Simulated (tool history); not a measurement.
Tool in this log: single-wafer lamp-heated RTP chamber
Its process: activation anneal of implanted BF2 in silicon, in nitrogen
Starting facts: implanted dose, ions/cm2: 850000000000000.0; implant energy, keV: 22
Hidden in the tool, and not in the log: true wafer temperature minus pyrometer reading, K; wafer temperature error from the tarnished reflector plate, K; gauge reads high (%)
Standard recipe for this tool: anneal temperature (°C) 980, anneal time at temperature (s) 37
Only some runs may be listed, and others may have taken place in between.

run      day  anneal temperature (°C)  anneal time at temperature (s)  wafers since the last listed run  wafers since the last pyrometer calibration  wafers since the reflector plate was cleaned  hours since the gauge calibration  read-back reference wafer on the same gauge, sheet resistance  sheet resistance of the implanted and annealed layer (ohm/square)
  1    0.000                      966                              37                                 0                                         3278                                         10119                             1274.5                                                         196.84                                                             216.02
  2    2.929                      966                              37                              1231                                         4510                                         11350                             1344.8                                                         197.00                                                             214.85
       4.567  -- reflector plate cleaned
  3    7.067                      980                              37                              1599                                         6110                                          1051                             1444.1                                                         197.05                                                             197.97
  4   10.208                      980                              37                              1321                                         7431                                          2372                             1519.5                                                         197.04                                                             196.95
  5   12.550                      980                              37                               984                                         8416                                          3357                             1575.7                                                         196.97                                                             196.90
  6   14.383                      968                              37                               771                                         9187                                          4128                             1619.7                                                         197.09                                                             213.31
  7   15.925                      968                              37                               648                                         9835                                          4776                             1656.7                                                         196.97                                                             211.63
      17.775  -- pyrometer window cleaned and pyrometer calibrated
  8   19.521                      968                              37                              1372                                          734                                          6148                             1743.0                                                         196.94                                                             216.79
  9   22.408                      980                              37                              1214                                         1949                                          7363                             1812.3                                                         197.04                                                             199.10
 10   25.896                      980                              31                              1466                                         3415                                          8830                             1896.0                                                         197.17                                                             202.38
      34.167  -- gauge calibrated
      34.396  -- reflector plate cleaned
 11   35.433                      980                              31                              3870                                         7286                                           435                               30.4                                                         197.10                                                             201.41
 12   38.146                      980                              31                              1140                                         8427                                          1576                               95.5                                                         197.12                                                             200.32
 13   40.529                      980                              37                              1002                                         9429                                          2578                              152.7                                                         196.94                                                             196.10
 14   44.446                      980                              37                              1647                                        11077                                          4226                              246.7                                                         197.01                                                             196.63
 15   46.638                      980                              37                               921                                        11998                                          5147                              299.3                                                         196.96                                                             195.81
      48.783  -- pyrometer window cleaned and pyrometer calibrated
 16   48.804                     1009                              37                               771                                            9                                          5918                              351.3                                                         197.17                                                             170.88
 17   50.788                      980                              16                               834                                          843                                          6753                              398.9                                                         197.00                                                             218.52
 18   55.171                      990                              37                              1843                                         2686                                          8596                              504.1                                                         196.95                                                             187.32
 19   57.479                      980                              37                               970                                         3657                                          9567                              559.5                                                         196.96                                                             197.18
 20   59.625                      980                              37                               902                                         4559                                         10469                              611.0                                                         197.06                                                             197.89
      64.500  -- reflector plate cleaned
 21   67.254                      980                              58                              3068                                         7628                                          1158                              794.1                                                         197.10                                                             185.05
 22   71.750                      992                              43                              1890                                         9519                                          3049                              902.0                                                         197.01                                                             180.36
 23   74.017                      980                              37                               953                                        10472                                          4002                              956.4                                                         197.08                                                             195.93
 24   75.696                      995                              37                               706                                        11178                                          4708                              996.7                                                         196.93                                                             180.25
 25   77.304                      950                              27                               676                                        11854                                          5385                             1035.3                                                         196.92                                                             245.01
      79.188  -- pyrometer window cleaned and pyrometer calibrated
 26   79.858                      963                              20                               933                                          281                                          6319                             1096.6                                                         196.89                                                             240.47
 27   84.325                      963                              37                              1878                                         2160                                          8197                             1203.8                                                         196.92                                                             222.76
 28   86.538                     1007                              37                               930                                         3090                                          9128                             1256.9                                                         197.02                                                             172.05
 29   88.208                      980                              25                               702                                         3793                                          9830                             1297.0                                                         196.95                                                             207.40
 30   91.633                      980                              37                              1440                                         5234                                         11271                             1379.2                                                         197.05                                                             198.12
      92.704  -- reflector plate cleaned
 31   95.404                     1003                              43                              1445                                         6679                                          1135                             1469.7                                                         196.97                                                             171.52
 32   97.317                      980                              25                               804                                         7484                                          1939                             1515.6                                                         196.94                                                             205.51
 33   99.462                     1000                              22                               902                                         8386                                          2842                             1567.1                                                         196.98                                                             187.06
 34  101.300                      995                              56                               772                                         9159                                          3615                             1611.2                                                         196.87                                                             173.51
     105.092  -- pyrometer window cleaned and pyrometer calibrated
 35  114.092                      962                              37                              5239                                         3784                                          8854                             1918.2                                                         197.05                                                             221.14
 36  118.008                      969                              19                              1647                                         5431                                         10501                             2012.2                                                         196.96                                                             226.59
     121.433  -- reflector plate cleaned
 37  121.658                      964                              27                              1394                                         6826                                            94                             2099.8                                                         196.83                                                             225.17

Hidden state at the last listed run before each entry between runs and at the first one after, where it differs:
Logged between run 2 and run 3: reflector plate cleaned (day 4.567)
  true wafer temperature minus pyrometer reading, K: 4.09 -> 4.68
  the result without the hidden state subtracted from the measured one, sheet resistance of the implanted and annealed layer (ohm/square): -5.78 -> -5.67
Logged between run 7 and run 8: pyrometer window cleaned and pyrometer calibrated (day 17.775)
  true wafer temperature minus pyrometer reading, K: 5.32 -> 1.54
  the result without the hidden state subtracted from the measured one, sheet resistance of the implanted and annealed layer (ohm/square): -7.33 -> -2.17
Logged between run 10 and run 11: gauge calibrated (day 34.167); reflector plate cleaned (day 34.396)
  true wafer temperature minus pyrometer reading, K: 3.71 -> 5.1
  the result without the hidden state subtracted from the measured one, sheet resistance of the implanted and annealed layer (ohm/square): -4.58 -> -6.28
Logged between run 15 and run 16: pyrometer window cleaned and pyrometer calibrated (day 48.783)
  true wafer temperature minus pyrometer reading, K: 5.64 -> 0.775
  the result without the hidden state subtracted from the measured one, sheet resistance of the implanted and annealed layer (ohm/square): -6.75 -> -0.62
Logged between run 20 and run 21: reflector plate cleaned (day 64.500)
  true wafer temperature minus pyrometer reading, K: 4.4 -> 5.3
  the result without the hidden state subtracted from the measured one, sheet resistance of the implanted and annealed layer (ohm/square): -5.32 -> -5.97
Logged between run 25 and run 26: pyrometer window cleaned and pyrometer calibrated (day 79.188)
  true wafer temperature minus pyrometer reading, K: 5.76 -> 0.471
  the result without the hidden state subtracted from the measured one, sheet resistance of the implanted and annealed layer (ohm/square): -9.42 -> -0.70
Logged between run 30 and run 31: reflector plate cleaned (day 92.704)
  true wafer temperature minus pyrometer reading, K: 3.99 -> 4.44
  the result without the hidden state subtracted from the measured one, sheet resistance of the implanted and annealed layer (ohm/square): -4.83 -> -3.71
Logged between run 34 and run 35: pyrometer window cleaned and pyrometer calibrated (day 105.092)
  true wafer temperature minus pyrometer reading, K: 4.87 -> 3.91
  the result without the hidden state subtracted from the measured one, sheet resistance of the implanted and annealed layer (ohm/square): -4.16 -> -5.78
Logged between run 36 and run 37: reflector plate cleaned (day 121.433)
  true wafer temperature minus pyrometer reading, K: 4.59 -> 5.01
  the result without the hidden state subtracted from the measured one, sheet resistance of the implanted and annealed layer (ohm/square): -6.45 -> -7.27
